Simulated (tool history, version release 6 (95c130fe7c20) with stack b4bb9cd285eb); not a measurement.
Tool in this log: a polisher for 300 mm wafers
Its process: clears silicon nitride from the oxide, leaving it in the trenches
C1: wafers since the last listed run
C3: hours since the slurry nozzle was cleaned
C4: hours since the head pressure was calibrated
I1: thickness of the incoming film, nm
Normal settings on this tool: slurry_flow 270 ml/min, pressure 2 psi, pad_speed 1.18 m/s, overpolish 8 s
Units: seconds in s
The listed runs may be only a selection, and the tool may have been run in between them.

run 1 day=0 | slurry_flow=270 pressure=2 pad_speed=1.18 overpolish=8 | C1=0 wafers_polished_on_this_pad=915 C3=213.8 C4=198.5 | I1=80 | seconds=87.5
-- day=1.55 worn pad replaced by a new one
run 2 day=2.346 | slurry_flow=270 pressure=2 pad_speed=1.18 overpolish=8 | C1=373 wafers_polished_on_this_pad=136 C3=270.1 C4=254.8 | I1=79.6 | seconds=87.6
run 3 day=3.058 | slurry_flow=270 pressure=2 pad_speed=1.18 overpolish=8 | C1=122 wafers_polished_on_this_pad=258 C3=287.2 C4=271.9 | I1=78.4 | seconds=85.8
run 4 day=3.579 | slurry_flow=195 pressure=2 pad_speed=1.18 overpolish=8 | C1=89 wafers_polished_on_this_pad=347 C3=299.7 C4=284.4 | I1=80.8 | seconds=91.5
run 5 day=4.946 | slurry_flow=270 pressure=2.4 pad_speed=1.18 overpolish=8 | C1=234 wafers_polished_on_this_pad=582 C3=332.5 C4=317.2 | I1=81.7 | seconds=75.8
run 6 day=6.196 | slurry_flow=230 pressure=2 pad_speed=1.18 overpolish=5 | C1=214 wafers_polished_on_this_pad=796 C3=362.5 C4=347.2 | I1=81.1 | seconds=90.3
run 7 day=6.779 | slurry_flow=270 pressure=2 pad_speed=1.18 overpolish=8 | C1=100 wafers_polished_on_this_pad=896 C3=376.5 C4=361.2 | I1=80.4 | seconds=87.2
run 8 day=7.908 | slurry_flow=270 pressure=2 pad_speed=1.18 overpolish=8 | C1=193 wafers_polished_on_this_pad=1090 C3=403.6 C4=388.3 | I1=80.5 | seconds=88
-- day=8.908 worn pad replaced by a new one
run 9 day=9.158 | slurry_flow=270 pressure=2 pad_speed=1.18 overpolish=8 | C1=185 wafers_polished_on_this_pad=42 C3=433.6 C4=418.3 | I1=78.5 | seconds=86.9
-- day=9.721 head pressure recalibrated
run 10 day=9.883 | slurry_flow=270 pressure=2 pad_speed=1.18 overpolish=8 | C1=110 wafers_polished_on_this_pad=152 C3=451 C4=3.9 | I1=80 | seconds=88.6
run 11 day=10.662 | slurry_flow=270 pressure=1.6 pad_speed=1.18 overpolish=8 | C1=133 wafers_polished_on_this_pad=286 C3=469.7 C4=22.6 | I1=80.4 | seconds=112.3
-- day=15.054 worn pad replaced by a new one
run 12 day=15.075 | slurry_flow=270 pressure=1.6 pad_speed=1.18 overpolish=8 | C1=728 wafers_polished_on_this_pad=3 C3=575.6 C4=128.5 | I1=79.6 | seconds=113.5
run 13 day=15.85 | slurry_flow=270 pressure=1.6 pad_speed=1.18 overpolish=8 | C1=132 wafers_polished_on_this_pad=136 C3=594.2 C4=147.1 | I1=81.1 | seconds=113.3
run 14 day=17.092 | slurry_flow=270 pressure=2 pad_speed=1.18 overpolish=8 | C1=212 wafers_polished_on_this_pad=349 C3=624 C4=176.9 | I1=81.1 | seconds=89.1
run 15 day=18.067 | slurry_flow=270 pressure=2 pad_speed=1.18 overpolish=8 | C1=167 wafers_polished_on_this_pad=516 C3=647.4 C4=200.3 | I1=79.5 | seconds=87.6
-- day=18.346 slurry nozzle cleaned
run 16 day=18.612 | slurry_flow=200 pressure=2.5 pad_speed=0.8 overpolish=5 | C1=86 wafers_polished_on_this_pad=603 C3=6.4 C4=213.4 | I1=80.3 | seconds=116.7
run 17 day=19.212 | slurry_flow=270 pressure=1.7 pad_speed=1.18 overpolish=10 | C1=102 wafers_polished_on_this_pad=706 C3=20.8 C4=227.8 | I1=80.2 | seconds=108.8
run 18 day=20.296 | slurry_flow=270 pressure=2 pad_speed=1.42 overpolish=8 | C1=185 wafers_polished_on_this_pad=892 C3=46.8 C4=253.8 | I1=80.6 | seconds=81.2
run 19 day=20.854 | slurry_flow=270 pressure=2 pad_speed=1.18 overpolish=8 | C1=95 wafers_polished_on_this_pad=987 C3=60.2 C4=267.2 | I1=78.9 | seconds=93.9
run 20 day=21.708 | slurry_flow=270 pressure=2 pad_speed=1.18 overpolish=4 | C1=146 wafers_polished_on_this_pad=1134 C3=80.7 C4=287.7 | I1=80.2 | seconds=93.9
-- day=21.992 worn pad replaced by a new one
run 21 day=22.562 | slurry_flow=270 pressure=2 pad_speed=1.34 overpolish=8 | C1=117 wafers_polished_on_this_pad=97 C3=101.2 C4=308.2 | I1=79.8 | seconds=83.7
-- day=25.188 slurry nozzle cleaned, repeated, since the last time left the tool worse
run 22 day=25.662 | slurry_flow=270 pressure=2 pad_speed=1.18 overpolish=11 | C1=524 wafers_polished_on_this_pad=622 C3=11.4 C4=382.6 | I1=80 | seconds=87.8
run 23 day=26.196 | slurry_flow=270 pressure=2.6 pad_speed=1.18 overpolish=8 | C1=91 wafers_polished_on_this_pad=713 C3=24.2 C4=395.4 | I1=79 | seconds=66.4
run 24 day=27.229 | slurry_flow=270 pressure=2 pad_speed=1.18 overpolish=8 | C1=177 wafers_polished_on_this_pad=891 C3=49 C4=420.2 | I1=79.9 | seconds=85.7
-- day=27.479 worn pad replaced by a new one
run 25 day=29.604 | slurry_flow=245 pressure=2 pad_speed=1.18 overpolish=8 | C1=378 wafers_polished_on_this_pad=364 C3=106 C4=477.2 | I1=81.4 | seconds=89.3
-- day=29.75 head pressure recalibrated
run 26 day=30.504 | slurry_flow=270 pressure=2.4 pad_speed=0.9 overpolish=5 | C1=140 wafers_polished_on_this_pad=504 C3=127.6 C4=18.1 | I1=79.9 | seconds=93.7
run 27 day=32.242 | slurry_flow=270 pressure=2 pad_speed=1.18 overpolish=8 | C1=298 wafers_polished_on_this_pad=802 C3=169.3 C4=59.8 | I1=80.5 | seconds=88.5

Forecast each of these 4 alternatives for the next run:
run A day=32.262 | slurry_flow=270 pressure=2 pad_speed=1.18 overpolish=8 | C1=3 wafers_polished_on_this_pad=806 C3=169.8 C4=60.3 | I1=78.9 | seconds=?
run B day=32.262 | slurry_flow=220 pressure=2 pad_speed=1.18 overpolish=8 | C1=3 wafers_polished_on_this_pad=806 C3=169.8 C4=60.3 | I1=78.9 | seconds=?
run C day=32.262 | slurry_flow=175 pressure=2 pad_speed=1.18 overpolish=8 | C1=3 wafers_polished_on_this_pad=806 C3=169.8 C4=60.3 | I1=78.9 | seconds=?
run D day=32.262 | slurry_flow=270 pressure=2.7 pad_speed=1.32 overpolish=8 | C1=3 wafers_polished_on_this_pad=806 C3=169.8 C4=60.3 | I1=78.9 | seconds=?

run=A seconds=86.4
run=B seconds=88.4
run=C seconds=91.2
run=D seconds=57.2
Without the tool's unlogged condition, the same runs would have read:
run=A seconds=85.7
run=B seconds=87.6
run=C seconds=90.2
run=D seconds=56.8
